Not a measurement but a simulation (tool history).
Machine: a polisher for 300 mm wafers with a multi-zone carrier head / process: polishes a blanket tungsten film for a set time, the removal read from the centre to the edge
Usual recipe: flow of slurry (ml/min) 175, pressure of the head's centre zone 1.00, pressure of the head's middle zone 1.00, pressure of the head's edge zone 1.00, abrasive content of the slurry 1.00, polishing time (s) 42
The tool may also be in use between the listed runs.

| run | day | flow of slurry (ml/min) | pressure of the head's centre zone | pressure of the head's middle zone | pressure of the head's edge zone | abrasive content of the slurry | polishing time (s) | wafers since the last listed run | wafers polished on this pad | hours since the slurry nozzle was cleaned | hours since the centre zone pressure was calibrated | hours since the edge zone pressure was calibrated | hours since the carrier head's membrane was replaced | incoming thickness of the incoming film, nm | film removed at the wafer's centre (Å) | film removed at mid-radius (Å) | film removed at the wafer's edge (Å) |
|---|---|---|---|---|---|---|---|---|---|---|---|---|---|---|---|---|---|
| 1 | 0.000 | 150 | 1.00 | 1.00 | 1.00 | 1.00 | 42 | 0 | 2025 | 57.6 | 570.1 | 716.7 | 1548.7 | 839.7 | 2722 | 2815 | 2890 |
|  | 1.100 | carrier head's membrane replaced by a new one |
| 2 | 3.542 | 175 | 1.00 | 1.00 | 1.00 | 1.15 | 36 | 1010 | 3035 | 142.6 | 655.1 | 801.7 | 58.6 | 831.2 | 2462 | 2612 | 2598 |
| 3 | 7.183 | 175 | 1.04 | 1.00 | 1.00 | 1.00 | 42 | 1103 | 4139 | 230.0 | 742.5 | 889.1 | 146.0 | 824.3 | 2900 | 2910 | 3052 |
| 4 | 8.929 | 175 | 0.97 | 1.00 | 1.00 | 1.00 | 42 | 528 | 4668 | 271.9 | 784.4 | 931.0 | 187.9 | 825.4 | 2619 | 2874 | 2924 |
|  | 11.171 | worn pad replaced by a new one |
| 5 | 11.192 | 175 | 0.97 | 1.00 | 1.00 | 1.00 | 42 | 635 | 6 | 326.2 | 838.7 | 985.3 | 242.2 | 835.0 | 2665 | 2896 | 3017 |
| 6 | 12.608 | 175 | 1.00 | 1.00 | 1.00 | 1.00 | 42 | 429 | 435 | 360.2 | 872.7 | 1019.3 | 276.2 | 834.8 | 2739 | 2855 | 2940 |
|  | 16.338 | slurry nozzle cleaned |
| 7 | 16.958 | 175 | 1.00 | 1.00 | 1.10 | 1.25 | 54 | 1305 | 1741 | 14.9 | 977.1 | 1123.7 | 380.6 | 819.1 | 3730 | 3919 | 4168 |
| 8 | 22.971 | 175 | 1.00 | 1.00 | 0.89 | 1.25 | 42 | 1821 | 3563 | 159.2 | 1121.4 | 1268.0 | 524.9 | 826.6 | 2887 | 3030 | 3174 |
|  | 24.417 | edge zone pressure recalibrated |
| 9 | 25.604 | 175 | 1.00 | 1.00 | 1.00 | 0.75 | 30 | 772 | 4335 | 222.4 | 1184.6 | 28.5 | 588.1 | 824.4 | 1784 | 1905 | 1954 |
| 10 | 29.546 | 175 | 1.00 | 1.00 | 1.00 | 1.00 | 42 | 1194 | 5530 | 317.0 | 1279.2 | 123.1 | 682.7 | 827.5 | 2711 | 2863 | 2948 |
|  | 30.738 | worn pad replaced by a new one |
| 11 | 31.346 | 175 | 1.07 | 0.90 | 0.94 | 1.00 | 55 | 494 | 184 | 360.2 | 1322.4 | 166.3 | 725.9 | 837.2 | 3833 | 3578 | 3871 |
|  | 35.138 | centre zone pressure recalibrated |
| 12 | 35.692 | 140 | 0.93 | 1.05 | 1.00 | 1.00 | 42 | 1291 | 1475 | 464.5 | 13.3 | 270.6 | 830.2 | 832.9 | 2567 | 2874 | 2904 |
|  | 37.442 | slurry nozzle cleaned |
| 13 | 38.842 | 175 | 1.00 | 1.00 | 1.00 | 1.00 | 42 | 941 | 2417 | 33.6 | 88.9 | 346.2 | 905.8 | 816.9 | 2858 | 2918 | 2922 |
| 14 | 41.512 | 175 | 1.00 | 1.00 | 1.00 | 1.00 | 42 | 809 | 3226 | 97.7 | 153.0 | 410.3 | 969.9 | 817.2 | 2837 | 2861 | 2983 |
| 15 | 44.146 | 175 | 1.00 | 1.00 | 1.00 | 1.00 | 42 | 797 | 4024 | 160.9 | 216.2 | 473.5 | 1033.1 | 836.3 | 2799 | 2892 | 3051 |
| 16 | 48.246 | 175 | 1.00 | 1.04 | 1.00 | 1.25 | 42 | 1242 | 5266 | 259.3 | 314.6 | 571.9 | 1131.5 | 827.8 | 2984 | 3172 | 3146 |
|  | 49.775 | worn pad replaced by a new one |
| 17 | 52.446 | 215 | 1.00 | 1.03 | 1.09 | 0.90 | 42 | 1222 | 808 | 360.1 | 415.4 | 672.7 | 1232.3 | 816.8 | 2768 | 2984 | 3033 |
|  | 55.696 | slurry nozzle cleaned |
| 18 | 56.504 | 175 | 0.90 | 0.95 | 1.09 | 1.00 | 49 | 1217 | 2025 | 19.4 | 512.8 | 770.1 | 1329.7 | 839.9 | 2916 | 3187 | 3501 |
| 19 | 58.079 | 175 | 1.00 | 1.00 | 1.00 | 1.00 | 42 | 477 | 2503 | 57.2 | 550.6 | 807.9 | 1367.5 | 824.0 | 2776 | 2852 | 2988 |
| 20 | 61.621 | 175 | 1.00 | 1.00 | 0.90 | 0.85 | 42 | 1073 | 3576 | 142.2 | 635.6 | 892.9 | 1452.5 | 841.5 | 2627 | 2712 | 2776 |

Each run again, without the hidden state but with its own random variation kept:
The hidden state here: removal rate lost through wear of the pad, %; slurry flow missing at the pad, %; deviation of the centre zone's pressure from its setpoint, %; deviation of the edge zone's pressure from its setpoint, %.
| run | film removed at the wafer's centre (Å) |
|---|---|
| 1 | 2813 |
| 2 | 2552 |
| 3 | 3013 |
| 4 | 2724 |
| 5 | 2776 |
| 6 | 2854 |
| 7 | 3895 |
| 8 | 3021 |
| 9 | 1869 |
| 10 | 2841 |
| 11 | 4018 |
| 12 | 2550 |
| 13 | 2862 |
| 14 | 2857 |
| 15 | 2833 |
| 16 | 3041 |
| 17 | 2837 |
| 18 | 3004 |
| 19 | 2863 |
| 20 | 2717 |
For film removed at mid-radius (Å), the value without the hidden state is never more than 1 from the measured value.
For film removed at the wafer's edge (Å), the value without the hidden state matches the measurement in each run.

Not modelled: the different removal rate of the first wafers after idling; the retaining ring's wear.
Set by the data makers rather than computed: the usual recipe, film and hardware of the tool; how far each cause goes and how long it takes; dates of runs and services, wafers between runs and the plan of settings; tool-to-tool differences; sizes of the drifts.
